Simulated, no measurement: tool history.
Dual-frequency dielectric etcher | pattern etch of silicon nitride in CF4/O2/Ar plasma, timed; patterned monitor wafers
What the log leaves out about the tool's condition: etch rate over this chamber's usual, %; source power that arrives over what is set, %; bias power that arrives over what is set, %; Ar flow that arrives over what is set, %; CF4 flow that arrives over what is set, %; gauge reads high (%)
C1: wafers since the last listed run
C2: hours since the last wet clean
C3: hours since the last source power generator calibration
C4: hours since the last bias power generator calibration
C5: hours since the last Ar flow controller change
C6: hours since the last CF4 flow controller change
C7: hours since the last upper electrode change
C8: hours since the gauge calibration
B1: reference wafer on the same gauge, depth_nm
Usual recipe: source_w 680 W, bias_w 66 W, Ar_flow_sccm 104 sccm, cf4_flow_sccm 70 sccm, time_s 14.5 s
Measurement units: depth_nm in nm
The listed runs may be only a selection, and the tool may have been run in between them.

Run 1, hour 0: usual settings; C1 0; C2 131.1; C3 2428.7; C4 2881; C5 3157.5; C6 2032.4; C7 4107.2; C8 135; B1 43.59. Result: depth_nm 37.18 nm.
Run 2, hour 24.9: usual settings; C1 388; C2 156; C3 2453.6; C4 2905.9; C5 3182.4; C6 2057.3; C7 4132.1; C8 159.9; B1 43.57. Result: depth_nm 37.02 nm.
Run 3, hour 61: usual settings; C1 562; C2 192.1; C3 2489.7; C4 2942; C5 3218.5; C6 2093.4; C7 4168.2; C8 196; B1 43.62. Result: depth_nm 37.4 nm.
Run 4, hour 113.9: usual settings; C1 824; C2 245; C3 2542.6; C4 2994.9; C5 3271.4; C6 2146.3; C7 4221.1; C8 248.9; B1 43.56. Result: depth_nm 37.21 nm.
Run 5, hour 138.6: usual settings; C1 385; C2 269.7; C3 2567.3; C4 3019.6; C5 3296.1; C6 2171; C7 4245.8; C8 273.6; B1 43.56. Result: depth_nm 37.13 nm.
Run 6, hour 194.6: usual settings but bias_w 59 W; C1 873; C2 325.7; C3 2623.3; C4 3075.6; C5 3352.1; C6 2227; C7 4301.8; C8 329.6; B1 43.65. Result: depth_nm 36.38 nm.
Run 7, hour 235.8: usual settings but bias_w 59 W; C1 642; C2 366.9; C3 2664.5; C4 3116.8; C5 3393.3; C6 2268.2; C7 4343; C8 370.8; B1 43.59. Result: depth_nm 36.05 nm.
At hour 260.6: source power generator calibrated.
At hour 269.2: bias power generator calibrated.
At hour 274.4: Ar flow controller replaced.
Run 8, hour 275.4: usual settings but Ar_flow_sccm 122 sccm, time_s 16.5 s; C1 411; C2 406.5; C3 14.8; C4 6.2; C5 1; C6 2307.8; C7 4382.6; C8 410.4; B1 43.59. Result: depth_nm 41.05 nm.
At hour 301.6: CF4 flow controller replaced.
At hour 319.3: gauge calibrated.
Run 9, hour 323.3: usual settings but source_w 810 W, cf4_flow_sccm 62 sccm; C1 653; C2 454.4; C3 62.7; C4 54.1; C5 48.9; C6 21.7; C7 4430.5; C8 4; B1 43.58. Result: depth_nm 43.27 nm.
At hour 352.1: wet clean of the chamber.
At hour 384.2: upper electrode replaced.
Run 10, hour 389.7: usual settings but source_w 840 W, bias_w 81 W, Ar_flow_sccm 114 sccm, time_s 13 s; C1 286; C2 37.6; C3 129.1; C4 120.5; C5 115.3; C6 88.1; C7 5.5; C8 70.4; B1 43.63. Result: depth_nm 42.17 nm.
Run 11, hour 445.5: usual settings but bias_w 59 W; C1 870; C2 93.4; C3 184.9; C4 176.3; C5 171.1; C6 143.9; C7 61.3; C8 126.2; B1 43.61. Result: depth_nm 36.07 nm.
Run 12, hour 491.2: usual settings but Ar_flow_sccm 93 sccm, cf4_flow_sccm 53 sccm, time_s 16 s; C1 712; C2 139.1; C3 230.6; C4 222; C5 216.8; C6 189.6; C7 107; C8 171.9; B1 43.61. Result: depth_nm 41.3 nm.
Run 13, hour 529.3: usual settings; C1 594; C2 177.2; C3 268.7; C4 260.1; C5 254.9; C6 227.7; C7 145.1; C8 210; B1 43.58. Result: depth_nm 37.28 nm.
Run 14, hour 561.9: usual settings but bias_w 74 W, Ar_flow_sccm 115 sccm, cf4_flow_sccm 62 sccm, time_s 17 s; C1 508; C2 209.8; C3 301.3; C4 292.7; C5 287.5; C6 260.3; C7 177.7; C8 242.6; B1 43.6. Result: depth_nm 43.43 nm.

Hidden state at the last listed run before each entry between runs and at the first one after, where it differs:
Logged between run 7 and run 8: source power generator calibrated (hour 260.6); bias power generator calibrated (hour 269.2); Ar flow controller replaced (hour 274.4)
  both runs share identical hidden conditions
Logged between run 8 and run 9: CF4 flow controller replaced (hour 301.6); gauge calibrated (hour 319.3)
  both runs share identical hidden conditions
Logged between run 9 and run 10: wet clean of the chamber (hour 352.1); upper electrode replaced (hour 384.2)
  both runs share identical hidden conditions

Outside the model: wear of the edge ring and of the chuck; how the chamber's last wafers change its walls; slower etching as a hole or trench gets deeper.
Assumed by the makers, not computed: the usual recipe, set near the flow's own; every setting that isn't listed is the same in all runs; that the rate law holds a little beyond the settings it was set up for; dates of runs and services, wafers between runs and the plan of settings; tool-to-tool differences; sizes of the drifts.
